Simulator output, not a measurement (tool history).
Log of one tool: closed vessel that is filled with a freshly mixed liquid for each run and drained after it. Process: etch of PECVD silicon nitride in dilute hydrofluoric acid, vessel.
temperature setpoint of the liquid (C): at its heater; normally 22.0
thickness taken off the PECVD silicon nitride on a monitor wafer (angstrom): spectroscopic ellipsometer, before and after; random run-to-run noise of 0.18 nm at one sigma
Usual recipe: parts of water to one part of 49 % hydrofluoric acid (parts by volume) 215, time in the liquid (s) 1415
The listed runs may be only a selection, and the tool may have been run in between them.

run    hour  temperature setpoint of the liquid (C)  parts of water to one part of 49 % hydrofluoric acid (parts by volume)  time in the liquid (s)  wafers since the last listed run  hours since the thermometer was replaced  hours since the hydrofluoric acid flow meter was replaced  hours since the gauge calibration  read-back film thickness of the PECVD silicon nitride reference wafer, read on the same gauge (nm)  thickness taken off the PECVD silicon nitride on a monitor wafer (angstrom)
  1     0.0                                    22.0                                                                     215                    1415                                 0                                     992.8                                                     2069.6                              152.0                                                                                               69.99                                                                        356.2
  2    64.7                                    22.0                                                                     135                    1415                              3645                                    1057.5                                                     2134.3                              216.7                                                                                               70.00                                                                        566.4
  3   116.9                                    22.0                                                                     135                    1415                              2941                                    1109.7                                                     2186.5                              268.9                                                                                               70.00                                                                        565.1
  4   155.2                                    25.5                                                                     215                    1415                              2158                                    1148.0                                                     2224.8                              307.2                                                                                               70.01                                                                        449.4
  5   247.8                                    22.0                                                                     215                    1415                              5217                                    1240.6                                                     2317.4                              399.8                                                                                               70.00                                                                        360.4
  6   353.2                                    22.0                                                                     215                    1415                              5939                                    1346.0                                                     2422.8                              505.2                                                                                               70.01                                                                        361.3
  7   541.1                                    22.0                                                                     215                    1415                             10587                                    1533.9                                                     2610.7                              693.1                                                                                               70.00                                                                        360.9
      599.1  -- hydrofluoric acid flow meter replaced
  8   603.8                                    23.0                                                                     295                    1415                              3476                                    1596.6                                                        4.7                              755.8                                                                                               69.98                                                                        265.2
      606.8  -- thermometer replaced
  9   700.7                                    22.0                                                                     215                    1415                              5403                                      93.9                                                      101.6                              852.7                                                                                               70.01                                                                        341.2
 10   981.1                                    22.0                                                                     215                    1415                             15800                                     374.3                                                      382.0                             1133.1                                                                                               70.00                                                                        342.6
 11  1042.4                                    22.0                                                                     215                    1415                              3454                                     435.6                                                      443.3                             1194.4                                                                                               70.03                                                                        344.7
 12  1141.4                                    22.0                                                                     215                    1415                              5578                                     534.6                                                      542.3                             1293.4                                                                                               70.03                                                                        345.8
 13  1183.8                                    22.0                                                                     215                     730                              2389                                     577.0                                                      584.7                             1335.8                                                                                               69.99                                                                        178.0
 14  1224.4                                    25.5                                                                     215                     945                              2287                                     617.6                                                      625.3                             1376.4                                                                                               70.02                                                                        285.5
     1272.4  -- gauge calibrated
 15  1299.3                                    20.0                                                                     300                    1415                              4220                                     692.5                                                      700.2                               26.9                                                                                               70.03                                                                        221.0
 16  1402.6                                    22.0                                                                     145                    1415                              5820                                     795.8                                                      803.5                              130.2                                                                                               70.01                                                                        510.3
 17  1473.8                                    22.0                                                                     215                    1415                              4012                                     867.0                                                      874.7                              201.4                                                                                               70.01                                                                        348.7
 18  1564.0                                    22.0                                                                     270                    1770                              5082                                     957.2                                                      964.9                              291.6                                                                                               70.00                                                                        348.6
 19  1603.2                                    22.0                                                                     245                    1415                              2208                                     996.4                                                     1004.1                              330.8                                                                                               70.00                                                                        304.7
 20  1686.5                                    22.0                                                                     215                    1415                              4693                                    1079.7                                                     1087.4                              414.1                                                                                               70.02                                                                        351.4
 21  1747.0                                    19.0                                                                     215                    2240                              3409                                    1140.2                                                     1147.9                              474.6                                                                                               70.02                                                                        453.2
 22  1828.8                                    25.5                                                                     290                    1415                              4609                                    1222.0                                                     1229.7                              556.4                                                                                               70.02                                                                        325.3
 23  1933.5                                    18.0                                                                     215                     685                              5899                                    1326.7                                                     1334.4                              661.1                                                                                               69.99                                                                        129.7
 24  1984.0                                    19.5                                                                     270                    2220                              2845                                    1377.2                                                     1384.9                              711.6                                                                                               69.99                                                                        376.7

Pick out some run-to-run changes in thickness taken off the PECVD silicon nitride on a monitor wafer (angstrom). Of each, how much would a tool without hidden state show as well, from the settings, what came in and chance, and how much is left for the hidden state and any gauge scatter not in both results compared?
Hidden state present: liquid colder than its thermometer reads (K); hydrofluoric acid flow above the setpoint (%); gauge reads high (%).
Run 1 -> 2: parts of water to one part of 49 % hydrofluoric acid (parts by volume) 215 -> 135. thickness taken off the PECVD silicon nitride on a monitor wafer (angstrom) +210.2: hidden state +10.2, all else +200.0.
Run 7 -> 8: temperature setpoint of the liquid (C) 22.0 -> 23.0, parts of water to one part of 49 % hydrofluoric acid (parts by volume) 215 -> 295, hydrofluoric acid flow meter replaced. thickness taken off the PECVD silicon nitride on a monitor wafer (angstrom) -95.7: hidden state -19.2, all else -76.5.
Run 15 -> 16: temperature setpoint of the liquid (C) 20.0 -> 22.0, parts of water to one part of 49 % hydrofluoric acid (parts by volume) 300 -> 145. thickness taken off the PECVD silicon nitride on a monitor wafer (angstrom) +289.3: hidden state +6.0, all else +283.3.
Run 23 -> 24: temperature setpoint of the liquid (C) 18.0 -> 19.5, parts of water to one part of 49 % hydrofluoric acid (parts by volume) 215 -> 270, time in the liquid (s) 685 -> 2220. thickness taken off the PECVD silicon nitride on a monitor wafer (angstrom) +247.0: hidden state +7.5, all else +239.5.

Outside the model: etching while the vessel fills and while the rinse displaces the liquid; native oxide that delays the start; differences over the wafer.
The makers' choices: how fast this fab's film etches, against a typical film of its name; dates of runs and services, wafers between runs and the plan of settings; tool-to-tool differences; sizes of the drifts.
